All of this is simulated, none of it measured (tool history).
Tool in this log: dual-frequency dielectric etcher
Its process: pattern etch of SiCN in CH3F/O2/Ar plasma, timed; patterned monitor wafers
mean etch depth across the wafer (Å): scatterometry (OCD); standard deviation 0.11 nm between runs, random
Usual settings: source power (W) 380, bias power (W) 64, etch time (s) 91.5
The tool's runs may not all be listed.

run    hour  source power (W)  bias power (W)  etch time (s)  wafers since the last listed run  hours since the last wet clean  hours since the last source power generator calibration  hours since the last bias power generator calibration  hours since the last upper electrode change  hours since the gauge calibration  read-back reference wafer on the same gauge, depth_nm  mean etch depth across the wafer (Å)
  1       0               380              64           91.5                                 0                             308                                                   2459.7                                                  393.9                                       2193.4                              514.7                                                  35.51                                 322.7
  2    75.2               380              64           91.5                               701                           383.2                                                   2534.9                                                  469.1                                       2268.6                              589.9                                                   35.5                                 317.9
  3   117.9               380              64           91.5                               398                           425.9                                                   2577.6                                                  511.8                                       2311.3                              632.6                                                  35.49                                 319.2
  4   190.2               450              64           91.5                               674                           498.2                                                   2649.9                                                  584.1                                       2383.6                              704.9                                                  35.49                                 338.9
      276.7  -- wet clean of the chamber
  5   294.7               450              64           91.5                               750                              18                                                   2754.4                                                  688.6                                       2488.1                              809.4                                                  35.51                                 350.8
  6   335.8               380              64             82                               383                            59.1                                                   2795.5                                                  729.7                                       2529.2                              850.5                                                   35.5                                 289.1
  7   406.1               380              64           91.5                               655                           129.4                                                   2865.8                                                    800                                       2599.5                              920.8                                                   35.5                                 321.7
  8   487.4               380              64           91.5                               758                           210.7                                                   2947.1                                                  881.3                                       2680.8                             1002.1                                                  35.51                                 319.8
  9   523.7               310              64             77                               338                             247                                                   2983.4                                                  917.6                                       2717.1                             1038.4                                                   35.5                                 246.5
 10   604.8               380              64           91.5                               756                           328.1                                                   3064.5                                                  998.7                                       2798.2                             1119.5                                                  35.51                                 317.3
      668.5  -- gauge calibrated
 11   712.3               380              64           91.5                              1002                           435.6                                                     3172                                                 1106.2                                       2905.7                               43.8                                                  35.51                                 317.1
      784.6  -- upper electrode replaced
 12   798.1               380              64           91.5                               576                           521.4                                                   3257.8                                                   1192                                         13.5                              129.6                                                  35.53                                 314.3
 13   842.4               380              77           91.5                               413                           565.7                                                   3302.1                                                 1236.3                                         57.8                              173.9                                                  35.51                                 332.9
      886.7  -- wet clean of the chamber
 14   941.6               380              64           91.5                               701                            54.9                                                   3401.3                                                 1335.5                                          157                              273.1                                                  35.51                                 326.7
 15  1026.8               440              64           77.5                               794                           140.1                                                   3486.5                                                 1420.7                                        242.2                              358.3                                                  35.51                                 292.2
     1036.9  -- source power generator calibrated
 16  1076.8               380              64           91.5                               428                           190.1                                                     39.9                                                 1470.7                                        292.2                              408.3                                                  35.48                                 315.4
 17  1112.8               300              50          107.5                               335                           226.1                                                     75.9                                                 1506.7                                        328.2                              444.3                                                   35.5                                 306.6
 18  1198.7               280              56           91.5                               800                             312                                                    161.8                                                 1592.6                                        414.1                              530.2                                                  35.52                                 263.1
 19  1306.2               380              64           91.5                              1002                           419.5                                                    269.3                                                 1700.1                                        521.6                              637.7                                                  35.52                                 312.8
     1334.5  -- bias power generator calibrated
     1417.5  -- wet clean of the chamber
 20  1555.4               420              49           91.5                              2062                           137.9                                                    518.5                                                  220.9                                        770.8                              886.9                                                  35.52                                 305.4
 21  1593.8               320              80           69.5                               358                           176.3                                                    556.9                                                  259.3                                        809.2                              925.3                                                   35.5                                 245.5
 22  1680.9               380              64           91.5                               812                           263.4                                                      644                                                  346.4                                        896.3                             1012.4                                                   35.5                                 316.4
 23  1773.6               350              77             99                               864                           356.1                                                    736.7                                                  439.1                                          989                             1105.1                                                  35.49                                 353.5
 24  1821.4               440              78           91.5                               445                           403.9                                                    784.5                                                  486.9                                       1036.8                             1152.9                                                   35.5                                 361.2
 25  1871.6               420              64            112                               468                           454.1                                                    834.7                                                  537.1                                         1087                             1203.1                                                  35.51                                   402
     1872.4  -- gauge calibrated
     1953.6  -- wet clean of the chamber
 26  1954.1               410              55          102.5                               545                             0.5                                                    917.2                                                  619.6                                       1169.5                               81.7                                                  35.52                                 358.2
 27  1988.8               280              72           91.5                               323                            35.2                                                    951.9                                                  654.3                                       1204.2                              116.4                                                  35.46                                 297.4
 28  2042.1               380              64          110.5                               496                            88.5                                                   1005.2                                                  707.6                                       1257.5                              169.7                                                  35.49                                 387.8
 29  2081.9               330              64            109                               371                           128.3                                                     1045                                                  747.4                                       1297.3                              209.5                                                  35.49                                 362.4

Across each entry between runs, compare the hidden state at the last listed run before it with the hidden state at the first listed run after it:
Between runs 4 and 5: wet clean of the chamber (hour 276.7)
  etch rate over this chamber's usual, %: -2.8 -> -0.738; source power that arrives over what is set, %: 4.64 -> 4.69
  difference, measured minus the result without the unlogged condition, mean etch depth across the wafer (Å): -3.1 -> +4.2
Between runs 10 and 11: gauge calibrated (hour 668.5)
  etch rate over this chamber's usual, %: -2.65 -> -3.31; source power that arrives over what is set, %: 4.82 -> 4.85
  difference, measured minus the result without the unlogged condition, mean etch depth across the wafer (Å): -2.2 -> -4.4
Between runs 11 and 12: upper electrode replaced (hour 784.6)
  etch rate over this chamber's usual, %: -3.31 -> -3.84; source power that arrives over what is set, %: 4.85 -> 4.88
  difference, measured minus the result without the unlogged condition, mean etch depth across the wafer (Å): -4.4 -> -6
Between runs 13 and 14: wet clean of the chamber (hour 886.7)
  etch rate over this chamber's usual, %: -4.11 -> -0.345; source power that arrives over what is set, %: 4.89 -> 4.92
  difference, measured minus the result without the unlogged condition, mean etch depth across the wafer (Å): -7.4 -> +5.4
Between runs 15 and 16: source power generator calibrated (hour 1036.9)
  etch rate over this chamber's usual, %: -0.87 -> -1.18; source power that arrives over what is set, %: 4.94 -> 0.216
  difference, measured minus the result without the unlogged condition, mean etch depth across the wafer (Å): +3.4 -> -3.5
Between runs 19 and 20: bias power generator calibrated (hour 1334.5); wet clean of the chamber (hour 1417.5)
  etch rate over this chamber's usual, %: -2.59 -> -0.87; source power that arrives over what is set, %: 1.08 -> 1.86
  difference, measured minus the result without the unlogged condition, mean etch depth across the wafer (Å): -6.9 -> -0.2
Between runs 25 and 26: gauge calibrated (hour 1872.4); wet clean of the chamber (hour 1953.6)
  etch rate over this chamber's usual, %: -2.82 -> 0.283; source power that arrives over what is set, %: 2.64 -> 2.81
  difference, measured minus the result without the unlogged condition, mean etch depth across the wafer (Å): -7.1 -> +5.3
